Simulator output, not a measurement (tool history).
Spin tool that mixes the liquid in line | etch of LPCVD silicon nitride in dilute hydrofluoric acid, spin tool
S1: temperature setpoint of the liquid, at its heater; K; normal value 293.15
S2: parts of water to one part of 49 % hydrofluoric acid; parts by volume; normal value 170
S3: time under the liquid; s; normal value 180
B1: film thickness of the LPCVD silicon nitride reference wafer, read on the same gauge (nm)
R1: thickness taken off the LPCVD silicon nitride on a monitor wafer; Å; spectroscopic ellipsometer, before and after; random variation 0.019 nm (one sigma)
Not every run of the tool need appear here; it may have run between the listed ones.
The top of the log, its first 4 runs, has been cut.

| run | hour | S1 | S2 | S3 | B1 | R1 |
|---|---|---|---|---|---|---|
| 5 | 325.1 | 293.15 | 170 | 180 | 140.006 | 3.34 |
| 6 | 370.5 | 293.15 | 170 | 180 | 139.994 | 3.04 |
| 7 | 421.5 | 293.15 | 105 | 120 | 140.014 | 3.38 |
| 8 | 480.4 | 293.15 | 105 | 120 | 140.025 | 3.4 |
| 9 | 554 | 293.15 | 170 | 180 | 140.027 | 3.08 |
| 10 | 591.5 | 293.15 | 170 | 180 | 139.995 | 3.37 |
| 11 | 837 | 295.15 | 170 | 260 | 139.997 | 5.16 |
| 12 | 897.8 | 293.15 | 170 | 290 | 140.011 | 5.48 |
|  | 946.8 | thermometer replaced |
| 13 | 1156.4 | 293.15 | 170 | 180 | 140.012 | 3.72 |
| 14 | 1236.4 | 293.15 | 120 | 140 | 140.024 | 3.73 |
| 15 | 1282.3 | 293.15 | 170 | 180 | 139.983 | 3.53 |
|  | 1295.2 | gauge calibrated |
| 16 | 1366.9 | 290.65 | 235 | 180 | 139.991 | 2.59 |
| 17 | 1435.8 | 295.15 | 200 | 280 | 140 | 5.66 |
| 18 | 1485.8 | 293.15 | 140 | 180 | 140.018 | 4 |
|  | 1530.3 | hydrofluoric acid flow meter replaced |
| 19 | 1537.2 | 290.15 | 170 | 240 | 139.978 | 3.94 |
| 20 | 1636.1 | 293.15 | 170 | 180 | 139.983 | 3.76 |
| 21 | 1866.4 | 293.15 | 245 | 180 | 139.999 | 2.48 |
| 22 | 1939 | 290.15 | 225 | 275 | 140.004 | 3.44 |
| 23 | 1999.7 | 293.15 | 110 | 180 | 140.006 | 5.33 |
| 24 | 2081.1 | 296.65 | 115 | 245 | 140.006 | 9.43 |
| 25 | 2172.9 | 293.15 | 170 | 100 | 140.026 | 2 |
| 26 | 2210.7 | 293.15 | 100 | 180 | 140.009 | 5.93 |
| 27 | 2247.7 | 297.15 | 205 | 95 | 139.987 | 2.07 |

The next listed run, before its measurement:
| 28 | 2310.3 | 290.15 | 235 | 180 | ? | ? |

{"run 28": {"B1": 140.007, "R1": 2.04}}
On a tool with no hidden condition, and with the same random variation, this run would have come out at R1 2.22 Å.
